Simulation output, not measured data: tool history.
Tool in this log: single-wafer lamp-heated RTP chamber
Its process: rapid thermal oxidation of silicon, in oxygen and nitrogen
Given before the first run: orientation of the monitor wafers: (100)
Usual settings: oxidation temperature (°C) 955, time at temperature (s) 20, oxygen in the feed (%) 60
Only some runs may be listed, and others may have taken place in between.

run	hour	oxidation temperature (°C)	time at temperature (s)	oxygen in the feed (%)	read-back reference wafer on the same gauge, thickness	oxide thickness on the monitor wafer (angstrom)
1	0	955	20	60	2.724	26.45
2	47.5	955	20	60	2.73	26.61
3	82.7	955	20	60	2.728	26.71
# hour 110: pyrometer window cleaned and pyrometer calibrated
4	136.8	976	20	60	2.732	29.04
5	184.8	976	20	60	2.727	28.94
6	244.1	976	20	60	2.731	29.19
7	400.1	955	20	60	2.73	26.83
# hour 419.1: pyrometer window cleaned and pyrometer calibrated
# hour 455.1: gauge calibrated
8	465.5	955	20	60	2.73	26.74
9	489.7	955	20	60	2.73	26.57
10	529.1	955	20	60	2.733	26.42
# hour 649: oxygen flow controller replaced
11	659.9	955	20	60	2.727	26.26
12	717.9	955	20	38	2.727	24.95
13	760	955	20	38	2.73	24.74
# hour 784.9: pyrometer window cleaned and pyrometer calibrated
14	816.5	955	20	38	2.728	24.9
15	864.4	955	20	60	2.731	26.61
16	907	972	25	60	2.733	30.53
17	972	944	24	73	2.728	27.49
18	1035.5	955	20	52	2.732	26.06
# hour 1073.7: pyrometer window cleaned and pyrometer calibrated
19	1085.3	934	17	60	2.725	23.85
20	1151.5	976	20	60	2.729	28.92
# hour 1181.3: gauge calibrated
21	1213.6	936	24	60	2.728	25.79
22	1268.7	955	20	60	2.734	26.67
23	1307.2	955	28	81	2.729	31.02
24	1343.5	955	20	60	2.727	26.57
# hour 1373: pyrometer window cleaned and pyrometer calibrated
25	1398.3	944	24	73	2.729	27.37
26	1446.8	927	23	38	2.73	23.93
27	1477.8	935	28	48	2.728	25.8
28	1544.1	967	20	71	2.73	28.97
29	1568.7	955	20	60	2.73	26.55

What if the next run were any one of these 3? Each begins from the tool's condition after run 29:
A	1569.1	955	25	60	?	?
B	1569.1	964	20	79	?	?
C	1569.1	938	20	45	?	?

run	read-back reference wafer on the same gauge, thickness	oxide thickness on the monitor wafer (angstrom)
A	2.726	28.37
B	2.726	29.43
C	2.726	24.32
Had the tool no hidden state, the same runs would have come out as:
run	oxide thickness on the monitor wafer (angstrom)
A	28.37
B	29.43
C	24.32
